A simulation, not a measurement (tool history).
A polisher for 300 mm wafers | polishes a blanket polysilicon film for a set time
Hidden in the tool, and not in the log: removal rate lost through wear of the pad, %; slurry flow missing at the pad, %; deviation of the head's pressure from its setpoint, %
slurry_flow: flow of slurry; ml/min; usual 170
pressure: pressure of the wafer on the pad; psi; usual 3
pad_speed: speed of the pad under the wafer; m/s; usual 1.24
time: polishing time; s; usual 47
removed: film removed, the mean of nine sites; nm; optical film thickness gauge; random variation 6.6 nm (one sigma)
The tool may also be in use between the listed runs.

| run | day | slurry_flow | pressure | pad_speed | time | wafers since the last listed run | wafers polished on this pad | hours since the slurry nozzle was cleaned | hours since the head pressure was calibrated | incoming thickness of the incoming film, nm | removed |
|---|---|---|---|---|---|---|---|---|---|---|---|
| 1 | 0 | 170 | 3 | 1.24 | 47 | 0 | 1330 | 44.7 | 794.8 | 1587 | 568 |
|  | 0.412 | worn pad replaced by a new one |
| 2 | 0.433 | 170 | 3 | 1.24 | 47 | 64 | 5 | 55.1 | 805.2 | 1549.5 | 606.2 |
| 3 | 1.071 | 170 | 3 | 1.24 | 47 | 155 | 160 | 70.4 | 820.5 | 1555.6 | 609.8 |
| 4 | 1.35 | 210 | 3 | 1.24 | 47 | 67 | 228 | 77.1 | 827.2 | 1566.2 | 631.7 |
| 5 | 1.804 | 170 | 3 | 1.24 | 47 | 110 | 338 | 88 | 838.1 | 1532.4 | 608.8 |
| 6 | 2.333 | 170 | 3 | 1.24 | 47 | 128 | 467 | 100.7 | 850.8 | 1564.7 | 612.5 |
| 7 | 2.821 | 170 | 3 | 1.5 | 47 | 118 | 586 | 112.4 | 862.5 | 1580.4 | 741.1 |
| 8 | 3.092 | 170 | 3 | 1.5 | 47 | 65 | 652 | 118.9 | 869 | 1554.8 | 747.6 |
| 9 | 3.538 | 170 | 3 | 1.5 | 47 | 108 | 760 | 129.6 | 879.7 | 1546.2 | 721.7 |
| 10 | 4.025 | 155 | 3 | 1.52 | 47 | 118 | 879 | 141.3 | 891.4 | 1541.7 | 741.8 |
| 11 | 4.621 | 155 | 3 | 1.52 | 47 | 144 | 1024 | 155.6 | 905.7 | 1559.5 | 725.2 |
| 12 | 5.05 | 170 | 3 | 1.36 | 47 | 104 | 1128 | 165.9 | 916 | 1556.2 | 663.4 |
| 13 | 5.4 | 170 | 3 | 1.36 | 47 | 85 | 1213 | 174.3 | 924.4 | 1556.8 | 662.5 |
| 14 | 5.917 | 140 | 3 | 1.24 | 47 | 125 | 1339 | 186.7 | 936.8 | 1539.8 | 566.1 |
| 15 | 6.329 | 140 | 3 | 1.24 | 47 | 100 | 1439 | 196.6 | 946.7 | 1581.1 | 578.6 |
|  | 6.788 | worn pad replaced by a new one |
| 16 | 7.029 | 140 | 3 | 1.24 | 47 | 129 | 59 | 213.4 | 963.5 | 1551.1 | 619.7 |
| 17 | 7.346 | 170 | 3 | 1.24 | 47 | 77 | 136 | 221 | 971.1 | 1562.1 | 638 |
| 18 | 8.075 | 170 | 3 | 1.24 | 47 | 177 | 313 | 238.5 | 988.6 | 1565.8 | 616.5 |

The next listed run, before its measurement:
| 19 | 8.771 | 170 | 3 | 1.24 | 47 | 169 | 482 | 255.2 | 1005.3 | 1530 | ? |

removed: 621.3 nm
Without the tool's hidden state the same run would have given removed 569.9 nm.

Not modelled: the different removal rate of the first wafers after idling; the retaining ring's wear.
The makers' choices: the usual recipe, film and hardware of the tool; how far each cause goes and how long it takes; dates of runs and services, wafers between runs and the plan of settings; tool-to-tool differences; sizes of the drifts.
